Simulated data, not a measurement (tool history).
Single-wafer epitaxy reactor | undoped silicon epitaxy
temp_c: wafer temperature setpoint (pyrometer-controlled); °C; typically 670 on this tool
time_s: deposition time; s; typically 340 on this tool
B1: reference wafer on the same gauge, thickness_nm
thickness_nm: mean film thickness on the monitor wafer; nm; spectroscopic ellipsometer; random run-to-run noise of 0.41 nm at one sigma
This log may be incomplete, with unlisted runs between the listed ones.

Run 1, hour 0.0: usual settings; B1 100.580. Result: thickness_nm 84.086 nm.
Run 2, hour 62.2: usual settings; B1 100.517. Result: thickness_nm 83.912 nm.
Run 3, hour 105.4: usual settings; B1 100.333. Result: thickness_nm 84.272 nm.
Run 4, hour 131.8: usual settings; B1 100.657. Result: thickness_nm 83.935 nm.
Run 5, hour 182.5: usual settings; B1 100.430. Result: thickness_nm 84.090 nm.
Run 6, hour 231.0: usual settings; B1 100.576. Result: thickness_nm 84.144 nm.
Run 7, hour 264.8: usual settings; B1 100.564. Result: thickness_nm 83.669 nm.
Run 8, hour 295.2: usual settings; B1 100.560. Result: thickness_nm 83.937 nm.
Run 9, hour 358.1: usual settings but temp_c 679 °C, time_s 318 s; B1 100.526. Result: thickness_nm 95.960 nm.
Run 10, hour 385.4: usual settings; B1 100.718. Result: thickness_nm 84.673 nm.
Run 11, hour 562.4: usual settings; B1 100.677. Result: thickness_nm 80.706 nm.
Run 12, hour 603.5: usual settings; B1 100.699. Result: thickness_nm 81.106 nm.
Run 13, hour 671.0: usual settings but temp_c 679 °C; B1 100.449. Result: thickness_nm 98.049 nm.
Run 14, hour 697.3: usual settings; B1 100.545. Result: thickness_nm 80.631 nm.
Run 15, hour 723.3: usual settings but temp_c 681 °C; B1 100.435. Result: thickness_nm 102.743 nm.
Run 16, hour 768.4: usual settings but time_s 301 s; B1 100.745. Result: thickness_nm 71.158 nm.
Run 17, hour 804.8: usual settings but temp_c 663 °C, time_s 362 s; B1 100.556. Result: thickness_nm 79.220 nm.
Run 18, hour 834.2: usual settings but temp_c 666 °C, time_s 375 s; B1 100.400. Result: thickness_nm 87.634 nm.
Run 19, hour 888.3: usual settings; B1 100.521. Result: thickness_nm 86.883 nm.
Run 20, hour 937.5: usual settings but time_s 301 s; B1 100.500. Result: thickness_nm 76.596 nm.
Run 21, hour 983.8: usual settings but temp_c 679 °C, time_s 276 s; B1 100.719. Result: thickness_nm 86.020 nm.
Run 22, hour 1024.1: usual settings; B1 100.569. Result: thickness_nm 85.851 nm.
Run 23, hour 1094.8: usual settings but temp_c 664 °C, time_s 281 s; B1 100.621. Result: thickness_nm 61.619 nm.
Run 24, hour 1154.5: usual settings but temp_c 656 °C, time_s 394 s; B1 100.735. Result: thickness_nm 71.894 nm.
Run 25, hour 1192.7: usual settings but temp_c 657 °C; B1 100.661. Result: thickness_nm 62.714 nm.
Run 26, hour 1249.7: usual settings but temp_c 682 °C, time_s 382 s; B1 100.628. Result: thickness_nm 124.925 nm.
Run 27, hour 1300.0: usual settings but temp_c 655 °C, time_s 378 s; B1 100.546. Result: thickness_nm 67.218 nm.
Run 28, hour 1366.8: usual settings but time_s 373 s; B1 100.539. Result: thickness_nm 92.957 nm.
Run 29, hour 1402.9: usual settings but time_s 373 s; B1 100.673. Result: thickness_nm 92.718 nm.

Removed from this log: 3 entries logged between the listed runs. Between which two listed runs does each belong, and how does the tool's hidden state at the listed run before it compare with that at the listed run after it?
Run 10 -> run 11: pyrometer calibrated (hour 470.9)
  wafer temperature above the value expected at the setpoint (K): -1.77 -> -3.1
  the result without the hidden state subtracted from the measured one, thickness_nm: -3.454 -> -5.867 nm
Run 14 -> run 15: gauge calibrated (hour 722.4)
  wafer temperature above the value expected at the setpoint (K): -3.46 -> -3.52
  the result without the hidden state subtracted from the measured one, thickness_nm: -6.574 -> -8.311 nm
Run 16 -> run 17: pyrometer calibrated, repeated, since the last time left the tool worse (hour 804.3)
  wafer temperature above the value expected at the setpoint (K): -3.62 -> 0.0418
  the result without the hidden state subtracted from the measured one, thickness_nm: -6.084 -> +0.076 nm

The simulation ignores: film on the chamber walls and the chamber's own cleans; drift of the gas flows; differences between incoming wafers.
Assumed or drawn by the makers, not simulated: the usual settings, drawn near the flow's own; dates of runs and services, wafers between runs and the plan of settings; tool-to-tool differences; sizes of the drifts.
